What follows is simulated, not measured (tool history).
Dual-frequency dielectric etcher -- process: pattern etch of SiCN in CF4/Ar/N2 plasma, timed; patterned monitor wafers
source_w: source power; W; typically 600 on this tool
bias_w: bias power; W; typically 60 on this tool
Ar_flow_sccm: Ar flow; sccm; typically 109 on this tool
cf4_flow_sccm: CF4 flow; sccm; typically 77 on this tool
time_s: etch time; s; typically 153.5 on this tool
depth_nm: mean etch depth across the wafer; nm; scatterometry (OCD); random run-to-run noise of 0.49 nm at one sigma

run,day,source_w,bias_w,Ar_flow_sccm,cf4_flow_sccm,time_s,"read-back reference wafer on the same gauge, depth_nm",depth_nm
1,0.000,680,60,109,77,153.5,169.9,163.3
# day 0.462: gauge calibrated
2,0.708,600,60,133,77,112.5,170.0,106.0
3,1.975,560,60,109,84,153.5,169.7,142.8
4,3.183,600,70,109,77,196.5,169.9,203.5
5,3.871,600,60,133,77,112.5,170.1,106.4
6,4.929,600,60,109,77,153.5,170.1,147.7
7,6.396,600,60,109,77,153.5,170.0,148.7
8,6.958,500,60,109,77,153.5,170.0,128.9
9,7.846,600,60,109,82,153.5,170.0,149.5
# day 8.346: source power generator calibrated
# day 8.975: Ar flow controller replaced
# day 9.525: upper electrode replaced
# day 10.767: CF4 flow controller replaced
10,10.950,510,60,109,77,193.0,170.1,164.4
11,11.888,680,60,109,77,153.5,170.2,164.0
12,12.642,600,50,118,93,183.5,170.0,165.8
13,14.112,600,45,109,77,153.5,170.1,129.1
14,14.958,600,60,109,77,153.5,170.0,147.8
15,16.388,600,60,109,77,153.5,170.1,148.3
# day 18.054: wet clean of the chamber
16,18.075,680,60,109,91,153.5,169.8,168.3
17,18.092,600,60,92,77,153.5,170.0,150.4
18,18.508,660,52,87,77,196.0,170.1,194.5
19,19.104,510,60,122,77,114.0,170.0,96.0
20,20.054,470,60,91,64,153.5,169.9,121.8

Hidden state, per run?
etch rate over this chamber's usual, %: 0 across all the runs
source power that arrives over what is set, %: 0 across all the runs
bias power that arrives over what is set, %: 0 across all the runs
Ar flow that arrives over what is set, %: 0 across all the runs
CF4 flow that arrives over what is set, %: 0 across all the runs
gauge reads high (%): 0 across all the runs
